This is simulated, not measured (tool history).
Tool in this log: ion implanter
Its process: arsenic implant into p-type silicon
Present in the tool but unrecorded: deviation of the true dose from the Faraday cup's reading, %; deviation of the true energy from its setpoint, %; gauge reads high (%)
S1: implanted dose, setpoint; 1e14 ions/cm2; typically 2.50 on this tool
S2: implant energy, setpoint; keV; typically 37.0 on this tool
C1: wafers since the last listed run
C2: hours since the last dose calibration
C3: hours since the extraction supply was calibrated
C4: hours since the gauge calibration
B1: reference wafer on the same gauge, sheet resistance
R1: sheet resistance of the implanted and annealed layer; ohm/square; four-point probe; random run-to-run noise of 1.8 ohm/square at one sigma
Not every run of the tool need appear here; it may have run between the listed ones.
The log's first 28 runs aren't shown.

{"run": 29, "hour": 1453.3, "S1": 1.87, "S2": 29.0, "C1": 453, "C2": 878.4, "C3": 351.1, "C4": 73.4, "B1": 409.71, "R1": 461.2}
{"run": 30, "hour": 1493.2, "S1": 2.5, "S2": 37.0, "C1": 433, "C2": 918.3, "C3": 391.0, "C4": 113.3, "B1": 410.08, "R1": 362.28}
{"run": 31, "hour": 1521.5, "S1": 3.09, "S2": 37.0, "C1": 307, "C2": 946.6, "C3": 419.3, "C4": 141.6, "B1": 409.45, "R1": 312.82}
{"run": 32, "hour": 1577.5, "S1": 2.5, "S2": 45.0, "C1": 608, "C2": 1002.6, "C3": 475.3, "C4": 197.6, "B1": 409.62, "R1": 350.93}
{"hour": 1613.1, "done": "Faraday cup replaced and dose calibrated"}
{"run": 33, "hour": 1641.5, "S1": 3.16, "S2": 43.0, "C1": 608, "C2": 28.4, "C3": 539.3, "C4": 261.6, "B1": 409.76, "R1": 288.6}
{"run": 34, "hour": 1712.8, "S1": 2.5, "S2": 30.0, "C1": 775, "C2": 99.7, "C3": 610.6, "C4": 332.9, "B1": 410.06, "R1": 367.77}
{"run": 35, "hour": 1756.7, "S1": 2.01, "S2": 29.0, "C1": 477, "C2": 143.6, "C3": 654.5, "C4": 376.8, "B1": 409.77, "R1": 432.09}
{"run": 36, "hour": 1805.8, "S1": 2.5, "S2": 37.0, "C1": 533, "C2": 192.7, "C3": 703.6, "C4": 425.9, "B1": 409.98, "R1": 359.04}
{"run": 37, "hour": 1856.2, "S1": 1.99, "S2": 40.5, "C1": 547, "C2": 243.1, "C3": 754.0, "C4": 476.3, "B1": 410.3, "R1": 416.76}
{"run": 38, "hour": 1921.1, "S1": 2.5, "S2": 27.5, "C1": 705, "C2": 308.0, "C3": 818.9, "C4": 541.2, "B1": 409.63, "R1": 374.16}

Consider 3 possible next runs. They are alternatives, not a sequence: every one starts from the tool as it was left by run 38. What does each give?
{"run": "A", "hour": 1921.5, "S1": 2.5, "S2": 30.5, "C1": 4, "C2": 308.4, "C3": 819.3, "C4": 541.6, "B1": "?", "R1": "?"}
{"run": "B", "hour": 1921.5, "S1": 2.5, "S2": 32.0, "C1": 4, "C2": 308.4, "C3": 819.3, "C4": 541.6, "B1": "?", "R1": "?"}
{"run": "C", "hour": 1921.5, "S1": 2.91, "S2": 37.0, "C1": 4, "C2": 308.4, "C3": 819.3, "C4": 541.6, "B1": "?", "R1": "?"}

run=A B1=409.79 R1=373.25
run=B B1=409.79 R1=370.46
run=C B1=409.79 R1=324.32
Take away the tool's hidden state, keep each run's random variation, and the runs would have read:
run=A R1=364.88
run=B R1=362.17
run=C R1=317.04

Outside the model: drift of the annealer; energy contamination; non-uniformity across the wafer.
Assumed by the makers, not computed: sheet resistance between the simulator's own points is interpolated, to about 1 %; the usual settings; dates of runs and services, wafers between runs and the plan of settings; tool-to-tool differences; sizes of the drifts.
